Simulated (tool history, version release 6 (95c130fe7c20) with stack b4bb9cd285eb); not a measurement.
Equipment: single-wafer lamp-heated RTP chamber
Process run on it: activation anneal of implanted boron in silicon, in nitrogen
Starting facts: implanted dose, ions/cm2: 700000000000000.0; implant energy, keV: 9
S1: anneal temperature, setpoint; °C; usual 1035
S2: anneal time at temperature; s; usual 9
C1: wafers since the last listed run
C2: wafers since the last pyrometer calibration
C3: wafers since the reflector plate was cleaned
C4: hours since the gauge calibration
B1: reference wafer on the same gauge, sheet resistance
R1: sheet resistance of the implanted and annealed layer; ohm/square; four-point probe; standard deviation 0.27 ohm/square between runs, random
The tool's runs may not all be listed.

{"run": 1, "hour": 0.0, "S1": 1057, "S2": 13, "C1": 0, "C2": 4601, "C3": 2741, "C4": 187.8, "B1": 169.99, "R1": 172.8}
{"run": 2, "hour": 33.9, "S1": 1035, "S2": 9, "C1": 551, "C2": 5152, "C3": 3293, "C4": 221.7, "B1": 169.96, "R1": 175.77}
{"run": 3, "hour": 84.5, "S1": 1035, "S2": 9, "C1": 822, "C2": 5975, "C3": 4115, "C4": 272.3, "B1": 170.0, "R1": 175.8}
{"hour": 104.3, "done": "reflector plate cleaned"}
{"run": 4, "hour": 117.6, "S1": 1035, "S2": 9, "C1": 408, "C2": 6383, "C3": 215, "C4": 305.4, "B1": 170.06, "R1": 175.34}
{"hour": 138.0, "done": "pyrometer window cleaned and pyrometer calibrated"}
{"run": 5, "hour": 151.0, "S1": 1035, "S2": 5, "C1": 412, "C2": 211, "C3": 628, "C4": 338.8, "B1": 169.93, "R1": 178.4}
{"run": 6, "hour": 206.9, "S1": 1035, "S2": 5, "C1": 908, "C2": 1120, "C3": 1537, "C4": 394.7, "B1": 170.0, "R1": 177.83}
{"run": 7, "hour": 254.4, "S1": 1035, "S2": 5, "C1": 772, "C2": 1893, "C3": 2309, "C4": 442.2, "B1": 169.92, "R1": 177.71}
{"run": 8, "hour": 286.6, "S1": 1051, "S2": 9, "C1": 523, "C2": 2416, "C3": 2833, "C4": 474.4, "B1": 169.99, "R1": 174.97}
{"run": 9, "hour": 347.9, "S1": 1051, "S2": 9, "C1": 996, "C2": 3413, "C3": 3830, "C4": 535.7, "B1": 170.05, "R1": 174.93}
{"hour": 363.4, "done": "reflector plate cleaned"}
{"run": 10, "hour": 396.6, "S1": 1021, "S2": 9, "C1": 661, "C2": 4075, "C3": 540, "C4": 584.4, "B1": 170.02, "R1": 177.17}
{"run": 11, "hour": 437.2, "S1": 1035, "S2": 8, "C1": 660, "C2": 4735, "C3": 1200, "C4": 625.0, "B1": 169.92, "R1": 176.26}
{"hour": 491.9, "done": "gauge calibrated"}
{"run": 12, "hour": 504.9, "S1": 1035, "S2": 8, "C1": 1100, "C2": 5836, "C3": 2301, "C4": 13.0, "B1": 169.97, "R1": 175.99}
{"hour": 515.0, "done": "pyrometer window cleaned and pyrometer calibrated"}
{"run": 13, "hour": 560.2, "S1": 1035, "S2": 8, "C1": 769, "C2": 734, "C3": 3070, "C4": 68.3, "B1": 170.07, "R1": 176.78}
{"hour": 623.4, "done": "reflector plate cleaned"}
{"run": 14, "hour": 629.6, "S1": 1020, "S2": 9, "C1": 998, "C2": 1732, "C3": 100, "C4": 137.7, "B1": 170.02, "R1": 177.17}
{"run": 15, "hour": 665.0, "S1": 1050, "S2": 6, "C1": 575, "C2": 2308, "C3": 675, "C4": 173.1, "B1": 169.95, "R1": 176.02}
{"run": 16, "hour": 702.2, "S1": 1025, "S2": 12, "C1": 604, "C2": 2913, "C3": 1280, "C4": 210.3, "B1": 169.9, "R1": 176.29}
{"run": 17, "hour": 730.1, "S1": 1035, "S2": 9, "C1": 453, "C2": 3366, "C3": 1734, "C4": 238.2, "B1": 170.08, "R1": 175.86}
{"run": 18, "hour": 785.2, "S1": 1051, "S2": 9, "C1": 895, "C2": 4262, "C3": 2630, "C4": 293.3, "B1": 170.1, "R1": 174.56}
{"run": 19, "hour": 812.6, "S1": 1049, "S2": 13, "C1": 445, "C2": 4708, "C3": 3075, "C4": 320.7, "B1": 170.05, "R1": 173.68}
{"hour": 853.6, "done": "reflector plate cleaned"}
{"run": 20, "hour": 865.5, "S1": 1059, "S2": 9, "C1": 730, "C2": 5438, "C3": 193, "C4": 373.6, "B1": 169.93, "R1": 173.86}
{"hour": 891.1, "done": "pyrometer window cleaned and pyrometer calibrated"}
{"run": 21, "hour": 905.7, "S1": 1056, "S2": 10, "C1": 523, "C2": 237, "C3": 716, "C4": 413.8, "B1": 170.0, "R1": 174.57}
{"run": 22, "hour": 971.0, "S1": 1010, "S2": 13, "C1": 1061, "C2": 1298, "C3": 1778, "C4": 479.1, "B1": 170.02, "R1": 178.44}
{"run": 23, "hour": 1015.5, "S1": 1053, "S2": 12, "C1": 723, "C2": 2022, "C3": 2502, "C4": 523.6, "B1": 169.97, "R1": 173.92}
{"run": 24, "hour": 1055.0, "S1": 1035, "S2": 9, "C1": 642, "C2": 2664, "C3": 3144, "C4": 563.1, "B1": 170.05, "R1": 175.93}
{"hour": 1075.5, "done": "reflector plate cleaned"}
{"run": 25, "hour": 1108.8, "S1": 1061, "S2": 4, "C1": 744, "C2": 3409, "C3": 541, "C4": 616.9, "B1": 169.91, "R1": 175.72}
{"run": 26, "hour": 1158.6, "S1": 1035, "S2": 9, "C1": 809, "C2": 4219, "C3": 1351, "C4": 666.7, "B1": 169.89, "R1": 175.64}
{"run": 27, "hour": 1205.7, "S1": 1019, "S2": 14, "C1": 765, "C2": 4984, "C3": 2117, "C4": 713.8, "B1": 170.17, "R1": 175.75}
{"hour": 1217.7, "done": "gauge calibrated"}
{"run": 28, "hour": 1229.7, "S1": 1011, "S2": 11, "C1": 390, "C2": 5375, "C3": 2507, "C4": 12.0, "B1": 169.88, "R1": 177.76}
{"run": 29, "hour": 1256.1, "S1": 1052, "S2": 6, "C1": 429, "C2": 5804, "C3": 2936, "C4": 38.4, "B1": 170.04, "R1": 175.25}

Results per run with the tool's hidden condition removed, run-to-run variation unchanged:
Hidden state at play: true wafer temperature minus pyrometer reading, K; wafer temperature error from the tarnished reflector plate, K; gauge reads high (%).
run=1 R1=173.62
run=2 R1=176.70
run=3 R1=176.86
run=4 R1=176.48
run=5 R1=178.49
run=6 R1=178.09
run=7 R1=178.11
run=8 R1=175.40
run=9 R1=175.51
run=10 R1=178.22
run=11 R1=177.11
run=12 R1=177.01
run=13 R1=177.00
run=14 R1=177.78
run=15 R1=176.47
run=16 R1=177.05
run=17 R1=176.54
run=18 R1=175.34
run=19 R1=174.58
run=20 R1=174.84
run=21 R1=174.65
run=22 R1=178.98
run=23 R1=174.30
run=24 R1=176.43
run=25 R1=176.22
run=26 R1=176.41
run=27 R1=177.02
run=28 R1=179.49
run=29 R1=176.17
